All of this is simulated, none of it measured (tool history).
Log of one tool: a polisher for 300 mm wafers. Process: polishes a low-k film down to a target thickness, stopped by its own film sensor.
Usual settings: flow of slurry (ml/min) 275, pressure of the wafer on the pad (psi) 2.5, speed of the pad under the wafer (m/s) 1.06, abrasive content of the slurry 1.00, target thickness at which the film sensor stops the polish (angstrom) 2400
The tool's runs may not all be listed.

run,hour,flow of slurry (ml/min),pressure of the wafer on the pad (psi),speed of the pad under the wafer (m/s),abrasive content of the slurry,target thickness at which the film sensor stops the polish (angstrom),wafers since the last listed run,wafers polished on this pad,hours since the slurry nozzle was cleaned,hours since the head pressure was calibrated,hours since the slurry blender was calibrated,hours since the conditioning disc was replaced,"incoming thickness of the incoming film, nm",time until the film sensor stopped the polish (s)
1,0.0,275,2.5,1.06,1.00,2400,0,928,246.4,1509.4,278.8,520.6,277.1,69.9
2,15.1,275,2.5,1.06,1.00,2400,92,1020,261.5,1524.5,293.9,535.7,281.0,75.9
3,28.3,275,2.5,1.06,1.00,2400,80,1101,274.7,1537.7,307.1,548.9,276.0,68.6
4,35.0,275,2.5,1.06,1.00,2400,40,1142,281.4,1544.4,313.8,555.6,276.8,68.8
5,47.0,275,2.5,1.06,1.00,2400,73,1215,293.4,1556.4,325.8,567.6,281.7,77.2
6,55.1,275,2.5,1.06,1.00,2400,49,1264,301.5,1564.5,333.9,575.7,278.0,72.1
# hour 65.0: worn pad replaced by a new one
7,71.9,275,2.5,1.06,1.00,2400,78,41,318.3,1581.3,350.7,592.5,276.3,68.3
# hour 74.6: conditioning disc replaced and pad reconditioned
# hour 103.4: slurry blender recalibrated
8,119.3,275,2.5,1.06,1.00,2400,264,306,365.7,1628.7,15.9,44.7,280.0,75.2
9,125.6,275,2.5,1.06,1.00,2400,38,345,372.0,1635.0,22.2,51.0,280.8,75.4
10,133.6,275,2.2,1.06,0.80,2320,48,393,380.0,1643.0,30.2,59.0,277.9,109.0
# hour 142.5: head pressure recalibrated
11,150.1,305,2.5,1.06,1.00,2310,88,482,396.5,7.6,46.7,75.5,280.0,90.0
# hour 152.0: slurry nozzle cleaned
12,161.0,275,2.5,1.06,1.00,2510,60,542,9.0,18.5,57.6,86.4,276.5,49.5
13,167.1,300,2.5,1.06,1.00,2400,37,579,15.1,24.6,63.7,92.5,279.6,75.3
14,184.6,275,3.1,1.06,1.15,2400,106,686,32.6,42.1,81.2,110.0,281.5,61.0
15,193.9,330,2.0,0.86,1.00,2400,56,743,41.9,51.4,90.5,119.3,283.0,113.2
16,203.5,275,3.0,1.06,1.00,2520,58,801,51.5,61.0,100.1,128.9,278.4,43.4
17,215.1,275,2.5,1.06,1.00,2400,70,872,63.1,72.6,111.7,140.5,278.6,74.7
18,232.6,365,2.2,1.06,0.85,2510,106,979,80.6,90.1,129.2,158.0,284.6,76.9
# hour 238.4: slurry nozzle cleaned, repeated, since the last time left the tool worse
19,239.5,275,2.5,1.06,1.00,2400,35,1015,1.1,97.0,136.1,164.9,278.9,72.2
20,246.0,275,2.5,1.06,0.80,2400,39,1054,7.6,103.5,142.6,171.4,277.4,76.0
21,262.5,275,3.1,1.20,0.80,2400,100,1155,24.1,120.0,159.1,187.9,279.5,60.7
22,273.0,315,2.5,1.06,1.00,2400,64,1219,34.6,130.5,169.6,198.4,283.5,79.2
23,288.8,195,2.5,1.06,1.00,2400,96,1316,50.4,146.3,185.4,214.2,275.8,68.7

What does the tool deliver on the next run?
24,297.7,275,2.5,1.06,1.00,2400,54,1370,59.3,155.2,194.3,223.1,284.3,?

For run 24 the tool returned time until the film sensor stopped the polish (s) 81.5.
Take away the tool's hidden state, keep the run-to-run variation as it was, and the same run would have given time until the film sensor stopped the polish (s) 80.7.

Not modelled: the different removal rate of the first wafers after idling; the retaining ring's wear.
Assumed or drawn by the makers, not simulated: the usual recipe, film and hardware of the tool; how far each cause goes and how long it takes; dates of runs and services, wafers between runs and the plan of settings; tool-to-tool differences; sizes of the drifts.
